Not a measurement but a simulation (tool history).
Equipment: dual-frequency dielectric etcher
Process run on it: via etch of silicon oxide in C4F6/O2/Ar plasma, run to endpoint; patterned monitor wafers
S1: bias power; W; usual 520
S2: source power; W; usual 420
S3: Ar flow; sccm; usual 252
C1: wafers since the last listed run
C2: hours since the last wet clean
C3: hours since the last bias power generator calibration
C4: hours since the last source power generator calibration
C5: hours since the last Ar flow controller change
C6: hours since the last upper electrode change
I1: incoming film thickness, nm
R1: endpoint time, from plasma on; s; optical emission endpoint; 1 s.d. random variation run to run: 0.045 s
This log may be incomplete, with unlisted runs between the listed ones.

{"run": 1, "hour": 0.0, "S1": 520, "S2": 420, "S3": 252, "C1": 0, "C2": 77.9, "C3": 3416.4, "C4": 1862.2, "C5": 2797.6, "C6": 2844.2, "I1": 62.5, "R1": 11.2}
{"hour": 23.8, "done": "source power generator calibrated"}
{"run": 2, "hour": 37.9, "S1": 520, "S2": 420, "S3": 252, "C1": 547, "C2": 115.8, "C3": 3454.3, "C4": 14.1, "C5": 2835.5, "C6": 2882.1, "I1": 62.5, "R1": 11.2}
{"run": 3, "hour": 88.1, "S1": 520, "S2": 420, "S3": 252, "C1": 811, "C2": 166, "C3": 3504.5, "C4": 64.3, "C5": 2885.7, "C6": 2932.3, "I1": 62.6, "R1": 11.3}
{"run": 4, "hour": 150.3, "S1": 520, "S2": 420, "S3": 252, "C1": 1005, "C2": 228.2, "C3": 3566.7, "C4": 126.5, "C5": 2947.9, "C6": 2994.5, "I1": 62.3, "R1": 11.2}
{"run": 5, "hour": 200.6, "S1": 580, "S2": 420, "S3": 252, "C1": 812, "C2": 278.5, "C3": 3617, "C4": 176.8, "C5": 2998.2, "C6": 3044.8, "I1": 62.4, "R1": 10.6}
{"run": 6, "hour": 260.1, "S1": 520, "S2": 420, "S3": 252, "C1": 961, "C2": 338, "C3": 3676.5, "C4": 236.3, "C5": 3057.7, "C6": 3104.3, "I1": 61.7, "R1": 11}
{"run": 7, "hour": 313.3, "S1": 520, "S2": 420, "S3": 252, "C1": 859, "C2": 391.2, "C3": 3729.7, "C4": 289.5, "C5": 3110.9, "C6": 3157.5, "I1": 62.6, "R1": 11.3}
{"run": 8, "hour": 390.0, "S1": 520, "S2": 420, "S3": 252, "C1": 1239, "C2": 467.9, "C3": 3806.4, "C4": 366.2, "C5": 3187.6, "C6": 3234.2, "I1": 62.6, "R1": 11.2}
{"hour": 478.7, "done": "wet clean of the chamber"}
{"run": 9, "hour": 523.4, "S1": 461, "S2": 420, "S3": 252, "C1": 1768, "C2": 44.7, "C3": 3939.8, "C4": 499.6, "C5": 3321, "C6": 3367.6, "I1": 62.7, "R1": 12.1}
{"run": 10, "hour": 628.3, "S1": 520, "S2": 420, "S3": 252, "C1": 1695, "C2": 149.6, "C3": 4044.7, "C4": 604.5, "C5": 3425.9, "C6": 3472.5, "I1": 62.5, "R1": 11.2}
{"run": 11, "hour": 681.7, "S1": 520, "S2": 420, "S3": 252, "C1": 863, "C2": 203, "C3": 4098.1, "C4": 657.9, "C5": 3479.3, "C6": 3525.9, "I1": 62.7, "R1": 11.2}
{"run": 12, "hour": 750.7, "S1": 520, "S2": 420, "S3": 252, "C1": 1115, "C2": 272, "C3": 4167.1, "C4": 726.9, "C5": 3548.3, "C6": 3594.9, "I1": 62.7, "R1": 11.2}
{"hour": 792.8, "done": "Ar flow controller replaced"}
{"run": 13, "hour": 828.6, "S1": 520, "S2": 460, "S3": 252, "C1": 1162, "C2": 349.9, "C3": 4245, "C4": 804.8, "C5": 35.8, "C6": 3672.8, "I1": 63, "R1": 10.8}
{"run": 14, "hour": 879.2, "S1": 520, "S2": 420, "S3": 252, "C1": 817, "C2": 400.5, "C3": 4295.6, "C4": 855.4, "C5": 86.4, "C6": 3723.4, "I1": 62.8, "R1": 11.2}
{"hour": 970.9, "done": "wet clean of the chamber"}
{"hour": 971.1, "done": "upper electrode replaced"}
{"run": 15, "hour": 971.6, "S1": 448, "S2": 450, "S3": 200, "C1": 1102, "C2": 0.7, "C3": 4388, "C4": 947.8, "C5": 178.8, "C6": 0.5, "I1": 62.2, "R1": 11.3}
{"run": 16, "hour": 1198.1, "S1": 473, "S2": 360, "S3": 286, "C1": 3660, "C2": 227.2, "C3": 4614.5, "C4": 1174.3, "C5": 405.3, "C6": 227, "I1": 63.2, "R1": 13.2}
{"run": 17, "hour": 1272.6, "S1": 520, "S2": 330, "S3": 252, "C1": 1204, "C2": 301.7, "C3": 4689, "C4": 1248.8, "C5": 479.8, "C6": 301.5, "I1": 62.8, "R1": 12.9}
{"run": 18, "hour": 1321.6, "S1": 520, "S2": 490, "S3": 234, "C1": 791, "C2": 350.7, "C3": 4738, "C4": 1297.8, "C5": 528.8, "C6": 350.5, "I1": 63.1, "R1": 10.3}
{"run": 19, "hour": 1382.2, "S1": 635, "S2": 500, "S3": 252, "C1": 979, "C2": 411.3, "C3": 4798.6, "C4": 1358.4, "C5": 589.4, "C6": 411.1, "I1": 62.8, "R1": 9.2}
{"hour": 1468.7, "done": "bias power generator calibrated"}
{"run": 20, "hour": 1482.6, "S1": 406, "S2": 420, "S3": 215, "C1": 1558, "C2": 511.7, "C3": 13.9, "C4": 1458.8, "C5": 689.8, "C6": 511.5, "I1": 62.1, "R1": 12.3}
{"hour": 1547.0, "done": "wet clean of the chamber"}
{"run": 21, "hour": 1557.2, "S1": 520, "S2": 370, "S3": 252, "C1": 817, "C2": 10.2, "C3": 88.5, "C4": 1533.4, "C5": 764.4, "C6": 586.1, "I1": 61.9, "R1": 11.7}
{"run": 22, "hour": 1620.6, "S1": 448, "S2": 520, "S3": 252, "C1": 1024, "C2": 73.6, "C3": 151.9, "C4": 1596.8, "C5": 827.8, "C6": 649.5, "I1": 62.8, "R1": 10.8}
{"run": 23, "hour": 1696.1, "S1": 520, "S2": 490, "S3": 270, "C1": 1220, "C2": 149.1, "C3": 227.4, "C4": 1672.3, "C5": 903.3, "C6": 725, "I1": 63, "R1": 10.3}
{"hour": 1735.6, "done": "source power generator calibrated"}
{"run": 24, "hour": 1789.2, "S1": 419, "S2": 420, "S3": 206, "C1": 1440, "C2": 242.2, "C3": 320.5, "C4": 53.6, "C5": 996.4, "C6": 818.1, "I1": 63.1, "R1": 12.3}
{"run": 25, "hour": 1857.8, "S1": 641, "S2": 370, "S3": 252, "C1": 1108, "C2": 310.8, "C3": 389.1, "C4": 122.2, "C5": 1065, "C6": 886.7, "I1": 63, "R1": 10.7}
{"run": 26, "hour": 1936.2, "S1": 520, "S2": 420, "S3": 252, "C1": 1267, "C2": 389.2, "C3": 467.5, "C4": 200.6, "C5": 1143.4, "C6": 965.1, "I1": 62.6, "R1": 11}
{"hour": 2038.3, "done": "bias power generator calibrated, repeated, since the last time left the tool worse"}
{"hour": 2040.5, "done": "wet clean of the chamber"}
{"run": 27, "hour": 2041.0, "S1": 641, "S2": 370, "S3": 252, "C1": 1593, "C2": 0.5, "C3": 2.7, "C4": 305.4, "C5": 1248.2, "C6": 1069.9, "I1": 63, "R1": 11}
{"run": 28, "hour": 2318.4, "S1": 520, "S2": 450, "S3": 252, "C1": 4483, "C2": 277.9, "C3": 280.1, "C4": 582.8, "C5": 1525.6, "C6": 1347.3, "I1": 62.4, "R1": 11}

Below are 4 alternative next runs, each starting from the tool's condition after run 28. Predict each:
{"run": "A", "hour": 2318.8, "S1": 520, "S2": 420, "S3": 252, "C1": 6, "C2": 278.3, "C3": 280.5, "C4": 583.2, "C5": 1526, "C6": 1347.7, "I1": 62.7, "R1": "?"}
{"run": "B", "hour": 2318.8, "S1": 590, "S2": 510, "S3": 287, "C1": 6, "C2": 278.3, "C3": 280.5, "C4": 583.2, "C5": 1526, "C6": 1347.7, "I1": 62.7, "R1": "?"}
{"run": "C", "hour": 2318.8, "S1": 520, "S2": 390, "S3": 252, "C1": 6, "C2": 278.3, "C3": 280.5, "C4": 583.2, "C5": 1526, "C6": 1347.7, "I1": 62.7, "R1": "?"}
{"run": "D", "hour": 2318.8, "S1": 466, "S2": 470, "S3": 219, "C1": 6, "C2": 278.3, "C3": 280.5, "C4": 583.2, "C5": 1526, "C6": 1347.7, "I1": 62.7, "R1": "?"}

run=A R1=11.4
run=B R1=9.8
run=C R1=11.9
run=D R1=11.2
Without the tool's unlogged condition, the same runs would have read:
run=A R1=11.4
run=B R1=9.8
run=C R1=11.9
run=D R1=11.2

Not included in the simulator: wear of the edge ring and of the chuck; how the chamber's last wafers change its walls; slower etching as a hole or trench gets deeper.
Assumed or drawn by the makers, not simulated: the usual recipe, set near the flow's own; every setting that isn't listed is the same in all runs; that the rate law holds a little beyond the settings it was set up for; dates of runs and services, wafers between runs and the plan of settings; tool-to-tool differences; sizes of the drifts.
